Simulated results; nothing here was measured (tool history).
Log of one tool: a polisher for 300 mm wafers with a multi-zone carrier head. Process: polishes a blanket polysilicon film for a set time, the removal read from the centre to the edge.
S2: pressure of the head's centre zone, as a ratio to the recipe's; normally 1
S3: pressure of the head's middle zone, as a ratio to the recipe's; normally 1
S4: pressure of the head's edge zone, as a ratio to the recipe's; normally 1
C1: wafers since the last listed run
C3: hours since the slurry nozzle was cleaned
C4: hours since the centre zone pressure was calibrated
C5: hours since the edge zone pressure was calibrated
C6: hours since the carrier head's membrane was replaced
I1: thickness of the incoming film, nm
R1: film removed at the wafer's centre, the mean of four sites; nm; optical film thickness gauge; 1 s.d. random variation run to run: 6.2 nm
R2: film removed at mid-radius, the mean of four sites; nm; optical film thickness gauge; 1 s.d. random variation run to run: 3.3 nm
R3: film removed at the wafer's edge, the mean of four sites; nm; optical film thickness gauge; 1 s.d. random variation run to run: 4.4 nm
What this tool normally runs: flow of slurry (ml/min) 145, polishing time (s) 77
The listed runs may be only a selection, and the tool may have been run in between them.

{"run": 1, "hour": 0.0, "flow of slurry (ml/min)": 185, "S2": 1, "S3": 1, "S4": 1, "polishing time (s)": 77, "C1": 0, "wafers polished on this pad": 654, "C3": 30.4, "C4": 785.8, "C5": 527.8, "C6": 0.5, "I1": 1697.3, "R1": 450.8, "R2": 436.8, "R3": 448.9}
{"run": 2, "hour": 8.7, "flow of slurry (ml/min)": 145, "S2": 1, "S3": 0.96, "S4": 1, "polishing time (s)": 77, "C1": 103, "wafers polished on this pad": 757, "C3": 39.1, "C4": 794.5, "C5": 536.5, "C6": 9.2, "I1": 1701, "R1": 438.1, "R2": 402.7, "R3": 435.9}
{"run": 3, "hour": 19.1, "flow of slurry (ml/min)": 180, "S2": 0.89, "S3": 1, "S4": 0.89, "polishing time (s)": 77, "C1": 123, "wafers polished on this pad": 881, "C3": 49.5, "C4": 804.9, "C5": 546.9, "C6": 19.6, "I1": 1662.1, "R1": 380.6, "R2": 426.6, "R3": 417.8}
{"run": 4, "hour": 30.4, "flow of slurry (ml/min)": 165, "S2": 1.09, "S3": 0.9, "S4": 1, "polishing time (s)": 56, "C1": 134, "wafers polished on this pad": 1015, "C3": 60.8, "C4": 816.2, "C5": 558.2, "C6": 30.9, "I1": 1714.4, "R1": 332.8, "R2": 275.1, "R3": 313.4}
{"run": 5, "hour": 41.1, "flow of slurry (ml/min)": 145, "S2": 1.04, "S3": 1, "S4": 1, "polishing time (s)": 77, "C1": 127, "wafers polished on this pad": 1142, "C3": 71.5, "C4": 826.9, "C5": 568.9, "C6": 41.6, "I1": 1714.3, "R1": 419.9, "R2": 395.6, "R3": 412}
{"run": 6, "hour": 47.3, "flow of slurry (ml/min)": 145, "S2": 1, "S3": 1.08, "S4": 1, "polishing time (s)": 77, "C1": 73, "wafers polished on this pad": 1216, "C3": 77.7, "C4": 833.1, "C5": 575.1, "C6": 47.8, "I1": 1670.4, "R1": 383.1, "R2": 411.5, "R3": 406.2}
{"hour": 57.4, "done": "worn pad replaced by a new one"}
{"run": 7, "hour": 62.2, "flow of slurry (ml/min)": 145, "S2": 1, "S3": 1, "S4": 1, "polishing time (s)": 77, "C1": 129, "wafers polished on this pad": 56, "C3": 92.6, "C4": 848, "C5": 590, "C6": 62.7, "I1": 1690.1, "R1": 446, "R2": 444.2, "R3": 465.4}
{"run": 8, "hour": 70.4, "flow of slurry (ml/min)": 145, "S2": 1.06, "S3": 1, "S4": 1, "polishing time (s)": 77, "C1": 97, "wafers polished on this pad": 154, "C3": 100.8, "C4": 856.2, "C5": 598.2, "C6": 70.9, "I1": 1701.6, "R1": 477.8, "R2": 436.2, "R3": 456.5}
{"run": 9, "hour": 78.5, "flow of slurry (ml/min)": 145, "S2": 1, "S3": 0.92, "S4": 1, "polishing time (s)": 77, "C1": 96, "wafers polished on this pad": 250, "C3": 108.9, "C4": 864.3, "C5": 606.3, "C6": 79, "I1": 1664.5, "R1": 458.4, "R2": 408.4, "R3": 459.1}
{"run": 10, "hour": 91.8, "flow of slurry (ml/min)": 160, "S2": 1, "S3": 1, "S4": 1, "polishing time (s)": 77, "C1": 157, "wafers polished on this pad": 408, "C3": 122.2, "C4": 877.6, "C5": 619.6, "C6": 92.3, "I1": 1714.8, "R1": 442.9, "R2": 438.4, "R3": 449.3}
{"hour": 103.6, "done": "edge zone pressure recalibrated"}
{"run": 11, "hour": 105.9, "flow of slurry (ml/min)": 145, "S2": 1, "S3": 1, "S4": 1, "polishing time (s)": 77, "C1": 143, "wafers polished on this pad": 551, "C3": 136.3, "C4": 891.7, "C5": 2.3, "C6": 106.4, "I1": 1681.9, "R1": 436.3, "R2": 429, "R3": 443.9}
{"run": 12, "hour": 118.8, "flow of slurry (ml/min)": 100, "S2": 1.09, "S3": 1, "S4": 1, "polishing time (s)": 84, "C1": 153, "wafers polished on this pad": 705, "C3": 149.2, "C4": 904.6, "C5": 15.2, "C6": 119.3, "I1": 1724, "R1": 473.8, "R2": 422.2, "R3": 455.1}
{"hour": 122.4, "done": "centre zone pressure recalibrated"}
{"run": 13, "hour": 126.6, "flow of slurry (ml/min)": 145, "S2": 0.88, "S3": 1, "S4": 1.07, "polishing time (s)": 77, "C1": 68, "wafers polished on this pad": 774, "C3": 157, "C4": 4.2, "C5": 23, "C6": 127.1, "I1": 1693.5, "R1": 371.6, "R2": 419.1, "R3": 455.1}
{"run": 14, "hour": 138.4, "flow of slurry (ml/min)": 125, "S2": 1, "S3": 1.11, "S4": 0.9, "polishing time (s)": 77, "C1": 140, "wafers polished on this pad": 914, "C3": 168.8, "C4": 16, "C5": 34.8, "C6": 138.9, "I1": 1708.2, "R1": 400.9, "R2": 434.3, "R3": 393.9}
{"run": 15, "hour": 156.0, "flow of slurry (ml/min)": 145, "S2": 1, "S3": 1, "S4": 1, "polishing time (s)": 77, "C1": 208, "wafers polished on this pad": 1123, "C3": 186.4, "C4": 33.6, "C5": 52.4, "C6": 156.5, "I1": 1680.7, "R1": 406.2, "R2": 394.6, "R3": 418.7}
{"run": 16, "hour": 165.7, "flow of slurry (ml/min)": 165, "S2": 1.09, "S3": 0.9, "S4": 1, "polishing time (s)": 56, "C1": 115, "wafers polished on this pad": 1238, "C3": 196.1, "C4": 43.3, "C5": 62.1, "C6": 166.2, "I1": 1674, "R1": 328, "R2": 258.2, "R3": 297.3}
{"hour": 180.1, "done": "worn pad replaced by a new one"}
{"run": 17, "hour": 180.6, "flow of slurry (ml/min)": 100, "S2": 0.94, "S3": 1, "S4": 1.03, "polishing time (s)": 60, "C1": 129, "wafers polished on this pad": 5, "C3": 211, "C4": 58.2, "C5": 77, "C6": 181.1, "I1": 1714.8, "R1": 306.1, "R2": 317.3, "R3": 343.8}
{"run": 18, "hour": 220.9, "flow of slurry (ml/min)": 145, "S2": 0.96, "S3": 0.95, "S4": 1.09, "polishing time (s)": 88, "C1": 478, "wafers polished on this pad": 483, "C3": 251.3, "C4": 98.5, "C5": 117.3, "C6": 221.4, "I1": 1677.9, "R1": 493.2, "R2": 471.3, "R3": 540.6}
{"run": 19, "hour": 236.7, "flow of slurry (ml/min)": 145, "S2": 1, "S3": 1, "S4": 1, "polishing time (s)": 103, "C1": 187, "wafers polished on this pad": 671, "C3": 267.1, "C4": 114.3, "C5": 133.1, "C6": 237.2, "I1": 1683.4, "R1": 581.6, "R2": 562.1, "R3": 590.7}
{"run": 20, "hour": 248.5, "flow of slurry (ml/min)": 195, "S2": 0.94, "S3": 1, "S4": 1, "polishing time (s)": 90, "C1": 140, "wafers polished on this pad": 811, "C3": 278.9, "C4": 126.1, "C5": 144.9, "C6": 249, "I1": 1669.9, "R1": 481.6, "R2": 502.4, "R3": 529.7}
{"run": 21, "hour": 257.3, "flow of slurry (ml/min)": 145, "S2": 1, "S3": 1, "S4": 1, "polishing time (s)": 65, "C1": 104, "wafers polished on this pad": 916, "C3": 287.7, "C4": 134.9, "C5": 153.7, "C6": 257.8, "I1": 1740.3, "R1": 359.3, "R2": 345.2, "R3": 365.8}
{"run": 22, "hour": 268.7, "flow of slurry (ml/min)": 145, "S2": 0.91, "S3": 1, "S4": 1, "polishing time (s)": 77, "C1": 135, "wafers polished on this pad": 1051, "C3": 299.1, "C4": 146.3, "C5": 165.1, "C6": 269.2, "I1": 1709.1, "R1": 375.1, "R2": 400.6, "R3": 415.6}

What if the next run were any one of these 4? Each begins from the tool's condition after run 22:
{"run": "A", "hour": 269.1, "flow of slurry (ml/min)": 145, "S2": 1, "S3": 1, "S4": 1, "polishing time (s)": 77, "C1": 4, "wafers polished on this pad": 1056, "C3": 299.5, "C4": 146.7, "C5": 165.5, "C6": 269.6, "I1": 1696.5, "R1": "?", "R2": "?", "R3": "?"}
{"run": "B", "hour": 269.1, "flow of slurry (ml/min)": 145, "S2": 1, "S3": 0.95, "S4": 1, "polishing time (s)": 77, "C1": 4, "wafers polished on this pad": 1056, "C3": 299.5, "C4": 146.7, "C5": 165.5, "C6": 269.6, "I1": 1696.5, "R1": "?", "R2": "?", "R3": "?"}
{"run": "C", "hour": 269.1, "flow of slurry (ml/min)": 145, "S2": 0.95, "S3": 1, "S4": 1, "polishing time (s)": 77, "C1": 4, "wafers polished on this pad": 1056, "C3": 299.5, "C4": 146.7, "C5": 165.5, "C6": 269.6, "I1": 1696.5, "R1": "?", "R2": "?", "R3": "?"}
{"run": "D", "hour": 269.1, "flow of slurry (ml/min)": 125, "S2": 1, "S3": 1, "S4": 1, "polishing time (s)": 77, "C1": 4, "wafers polished on this pad": 1056, "C3": 299.5, "C4": 146.7, "C5": 165.5, "C6": 269.6, "I1": 1696.5, "R1": "?", "R2": "?", "R3": "?"}

run=A R1=409.1 R2=398.8 R3=419.8
run=B R1=408.9 R2=382 R3=420.1
run=C R1=388.5 R2=398.9 R3=419.8
run=D R1=396.4 R2=387.9 R3=411.6
The same runs, with their run-to-run variation unchanged, on a tool lacking any hidden condition would have given:
run=A R1=454.5 R2=443 R3=466.4
run=B R1=454.3 R2=424.4 R3=466.7
run=C R1=431.6 R2=443.1 R3=466.4
run=D R1=440.5 R2=431 R3=457.3
